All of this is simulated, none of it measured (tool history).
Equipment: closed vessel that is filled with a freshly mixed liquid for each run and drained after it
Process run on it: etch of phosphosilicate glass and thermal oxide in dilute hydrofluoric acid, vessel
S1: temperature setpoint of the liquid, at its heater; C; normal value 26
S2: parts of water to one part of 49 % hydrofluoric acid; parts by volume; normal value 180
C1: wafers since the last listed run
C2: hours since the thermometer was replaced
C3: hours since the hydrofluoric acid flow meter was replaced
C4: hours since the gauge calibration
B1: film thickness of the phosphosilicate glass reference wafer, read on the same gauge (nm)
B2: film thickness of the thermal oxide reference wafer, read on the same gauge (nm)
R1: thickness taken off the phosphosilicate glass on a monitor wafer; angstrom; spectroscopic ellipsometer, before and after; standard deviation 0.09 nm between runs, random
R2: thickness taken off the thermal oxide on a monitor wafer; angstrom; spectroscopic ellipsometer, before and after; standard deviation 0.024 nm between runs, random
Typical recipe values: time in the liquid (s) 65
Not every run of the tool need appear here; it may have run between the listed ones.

{"run": 1, "day": 0.0, "S1": 26, "S2": 180, "time in the liquid (s)": 65, "C1": 0, "C2": 1739.3, "C3": 2443.7, "C4": 59.4, "B1": 149.97, "B2": 100.015, "R1": 283.6, "R2": 20.93}
{"run": 2, "day": 0.712, "S1": 26, "S2": 180, "time in the liquid (s)": 55, "C1": 2110, "C2": 1756.4, "C3": 2460.8, "C4": 76.5, "B1": 150, "B2": 100.01, "R1": 240.8, "R2": 17.1}
{"run": 3, "day": 1.308, "S1": 26, "S2": 180, "time in the liquid (s)": 55, "C1": 1764, "C2": 1770.7, "C3": 2475.1, "C4": 90.8, "B1": 149.97, "B2": 100.026, "R1": 242.5, "R2": 17.37}
{"run": 4, "day": 1.604, "S1": 26, "S2": 180, "time in the liquid (s)": 55, "C1": 876, "C2": 1777.8, "C3": 2482.2, "C4": 97.9, "B1": 149.98, "B2": 99.998, "R1": 243, "R2": 17.61}
{"run": 5, "day": 2.267, "S1": 26, "S2": 230, "time in the liquid (s)": 65, "C1": 1962, "C2": 1793.7, "C3": 2498.1, "C4": 113.8, "B1": 150.01, "B2": 99.972, "R1": 211.3, "R2": 15.45}
{"run": 6, "day": 2.658, "S1": 26, "S2": 230, "time in the liquid (s)": 65, "C1": 1160, "C2": 1803.1, "C3": 2507.5, "C4": 123.2, "B1": 150.02, "B2": 100.006, "R1": 211.8, "R2": 15.2}
{"run": 7, "day": 3.308, "S1": 26, "S2": 230, "time in the liquid (s)": 65, "C1": 1925, "C2": 1818.7, "C3": 2523.1, "C4": 138.8, "B1": 149.98, "B2": 99.993, "R1": 213.2, "R2": 15.52}
{"run": 8, "day": 3.662, "S1": 26, "S2": 180, "time in the liquid (s)": 65, "C1": 1049, "C2": 1827.2, "C3": 2531.6, "C4": 147.3, "B1": 149.99, "B2": 100.011, "R1": 285.9, "R2": 20.79}
{"run": 9, "day": 4.046, "S1": 26, "S2": 180, "time in the liquid (s)": 65, "C1": 1135, "C2": 1836.4, "C3": 2540.8, "C4": 156.5, "B1": 149.97, "B2": 99.996, "R1": 286.8, "R2": 20.52}
{"run": 10, "day": 4.404, "S1": 26, "S2": 180, "time in the liquid (s)": 65, "C1": 1061, "C2": 1845, "C3": 2549.4, "C4": 165.1, "B1": 150, "B2": 100, "R1": 284.9, "R2": 21.08}
{"day": 4.538, "done": "gauge calibrated"}
{"run": 11, "day": 4.867, "S1": 26, "S2": 180, "time in the liquid (s)": 40, "C1": 1369, "C2": 1856.1, "C3": 2560.5, "C4": 7.9, "B1": 150, "B2": 100.019, "R1": 176.9, "R2": 13.11}
{"day": 5.396, "done": "hydrofluoric acid flow meter replaced"}
{"run": 12, "day": 7.062, "S1": 26, "S2": 180, "time in the liquid (s)": 40, "C1": 6380, "C2": 1908.8, "C3": 40, "C4": 60.6, "B1": 150.01, "B2": 100.027, "R1": 154.3, "R2": 11.3}
{"run": 13, "day": 7.662, "S1": 26, "S2": 180, "time in the liquid (s)": 65, "C1": 1777, "C2": 1923.2, "C3": 54.4, "C4": 75, "B1": 149.98, "B2": 100.006, "R1": 250.8, "R2": 18.28}

Run 14, settings as shown, results not yet in. Your forecast:
{"run": 14, "day": 8.183, "S1": 30.5, "S2": 180, "time in the liquid (s)": 65, "C1": 1542, "C2": 1935.7, "C3": 66.9, "C4": 87.5, "B1": "?", "B2": "?", "R1": "?", "R2": "?"}

Run 14 gave B1 150.02, B2 99.996, R1 295 angstrom, R2 21.13 angstrom.
Had the tool carried no hidden state, the very same run would have given R1 287.4 angstrom, R2 20.59 angstrom.

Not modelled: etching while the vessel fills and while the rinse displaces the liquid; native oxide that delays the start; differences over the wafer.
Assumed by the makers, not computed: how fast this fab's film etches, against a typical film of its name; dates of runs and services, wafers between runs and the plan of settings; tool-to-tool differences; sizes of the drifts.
